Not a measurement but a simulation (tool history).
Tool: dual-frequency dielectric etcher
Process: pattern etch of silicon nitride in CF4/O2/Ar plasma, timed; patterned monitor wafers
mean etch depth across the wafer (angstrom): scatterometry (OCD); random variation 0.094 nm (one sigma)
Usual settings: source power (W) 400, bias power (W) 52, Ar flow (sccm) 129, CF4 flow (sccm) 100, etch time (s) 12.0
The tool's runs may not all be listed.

run	hour	source power (W)	bias power (W)	Ar flow (sccm)	CF4 flow (sccm)	etch time (s)	read-back reference wafer on the same gauge, depth_nm	mean etch depth across the wafer (angstrom)
1	0.0	400	52	129	109	12.0	22.73	186.9
# hour 11.4: Ar flow controller replaced
# hour 42.3: wet clean of the chamber
# hour 44.8: CF4 flow controller replaced
# hour 127.2: upper electrode replaced
2	153.1	400	52	129	100	12.0	22.73	190.5
3	207.8	400	52	129	100	12.0	22.68	191.2
# hour 268.9: gauge calibrated
4	269.8	340	42	129	116	13.0	22.73	165.7
5	306.2	370	52	129	100	12.0	22.72	180.5
# hour 405.1: bias power generator calibrated
6	405.6	310	52	98	109	12.0	22.71	163.3
7	489.1	360	48	129	100	12.0	22.68	165.2
8	534.6	310	52	98	109	12.0	22.68	162.6
# hour 611.1: wet clean of the chamber
9	611.6	370	52	129	100	12.0	22.66	184.5
10	641.2	400	52	147	92	11.0	22.68	172.6
11	708.3	400	52	129	100	12.0	22.69	191.0
12	780.5	400	52	129	100	12.0	22.71	194.0
13	817.3	370	52	157	100	12.0	22.72	176.6
14	920.3	330	52	129	100	12.0	22.67	165.8
15	1019.0	400	52	129	100	12.0	22.70	187.9
16	1065.9	400	52	129	100	12.0	22.64	189.8
17	1162.5	400	41	129	100	13.0	22.68	178.1
18	1213.6	300	40	157	100	13.0	22.70	138.5
# hour 1242.9: wet clean of the chamber
19	1296.7	400	42	129	107	12.0	22.71	175.1
20	1346.0	400	52	158	100	12.0	22.72	188.2

Measured less the same run without the tool's hidden state. The same run-to-run variation is in both; the gauge's scatter may not be:
The hidden state here: etch rate over this chamber's usual, %; source power that arrives over what is set, %; bias power that arrives over what is set, %; Ar flow that arrives over what is set, %; CF4 flow that arrives over what is set, %; gauge reads high (%).
run	mean etch depth across the wafer (angstrom)
1	-7.4
2	-1.2
3	-2.0
4	-2.4
5	-3.1
6	-4.0
7	-5.1
8	-5.6
9	+2.8
10	+2.2
11	+1.6
12	+0.6
13	+0.1
14	-1.2
15	-2.6
16	-3.3
17	-4.4
18	-3.9
19	+3.0
20	+2.6
